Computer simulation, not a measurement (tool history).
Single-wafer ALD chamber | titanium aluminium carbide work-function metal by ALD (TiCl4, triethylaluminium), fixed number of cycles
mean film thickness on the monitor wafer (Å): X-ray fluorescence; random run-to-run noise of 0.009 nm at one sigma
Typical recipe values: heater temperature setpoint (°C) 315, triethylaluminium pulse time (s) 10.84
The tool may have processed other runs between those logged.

| run | hour | heater temperature setpoint (°C) | triethylaluminium pulse time (s) | read-back reference wafer on the same gauge, thickness_nm | mean film thickness on the monitor wafer (Å) |
|---|---|---|---|---|---|
| 1 | 0.0 | 315 | 10.84 | 2.201 | 19.23 |
| 2 | 33.9 | 315 | 10.84 | 2.200 | 19.19 |
| 3 | 53.2 | 315 | 10.84 | 2.198 | 19.27 |
| 4 | 67.2 | 315 | 10.84 | 2.200 | 19.20 |
| 5 | 85.1 | 315 | 10.84 | 2.201 | 19.35 |
| 6 | 104.1 | 315 | 10.84 | 2.199 | 19.23 |
| 7 | 128.1 | 315 | 10.84 | 2.198 | 19.26 |
| 8 | 145.6 | 315 | 10.84 | 2.199 | 19.25 |
| 9 | 158.0 | 315 | 10.84 | 2.198 | 19.19 |
| 10 | 183.8 | 315 | 10.84 | 2.200 | 19.14 |
| 11 | 214.8 | 315 | 10.84 | 2.200 | 19.20 |
| 12 | 245.8 | 315 | 10.84 | 2.201 | 18.97 |
| 13 | 274.8 | 315 | 10.84 | 2.199 | 19.06 |
| 14 | 311.1 | 301 | 15.04 | 2.198 | 19.62 |
| 15 | 332.2 | 311 | 10.84 | 2.198 | 18.72 |
| 16 | 348.6 | 311 | 7.79 | 2.199 | 14.48 |
| 17 | 375.2 | 315 | 10.84 | 2.200 | 19.12 |
| 18 | 389.3 | 322 | 12.25 | 2.202 | 15.88 |
| 19 | 410.0 | 302 | 8.71 | 2.200 | 9.63 |
| 20 | 428.2 | 330 | 7.86 | 2.199 | 9.02 |
| 21 | 469.9 | 307 | 9.41 | 2.200 | 19.54 |
| 22 | 496.6 | 315 | 10.84 | 2.201 | 21.03 |
| 23 | 544.7 | 301 | 15.04 | 2.200 | 19.99 |
| 24 | 626.3 | 308 | 14.11 | 2.202 | 20.83 |

Taken out of this log: 5 entries between the listed runs. Where each belongs, and how the hidden state differs across it:
Runs 13 to 14: thermocouple changed; heater temperature recalibrated (hour 310.6)
  triethylaluminium dose above that of a fresh bottle (%): -23.9 -> -24
  what was measured, less what the result would be without the hidden state, mean film thickness on the monitor wafer (Å): -1.82 -> -0.47
Runs 14 to 15: showerhead replaced (hour 329.2)
  no difference in the tool's unlogged condition between these two runs
  what was measured, less what the result would be without the hidden state, mean film thickness on the monitor wafer (Å): -0.47 -> -1.81
Runs 15 to 16: gauge calibrated (hour 334.4)
  triethylaluminium dose above that of a fresh bottle (%): -24 -> -24.1
  what was measured, less what the result would be without the hidden state, mean film thickness on the monitor wafer (Å): -1.81 -> -3.68
Runs 17 to 18: triethylaluminium bottle replaced (hour 386.5)
  triethylaluminium dose above that of a fresh bottle (%): -24.1 -> -42.9
  what was measured, less what the result would be without the hidden state, mean film thickness on the monitor wafer (Å): -1.86 -> -6.31
Runs 20 to 21: triethylaluminium bottle replaced, repeated, since the last time left the tool worse (hour 469.4)
  triethylaluminium dose above that of a fresh bottle (%): -44.3 -> -0.323
  what was measured, less what the result would be without the hidden state, mean film thickness on the monitor wafer (Å): -10.99 -> -0.02
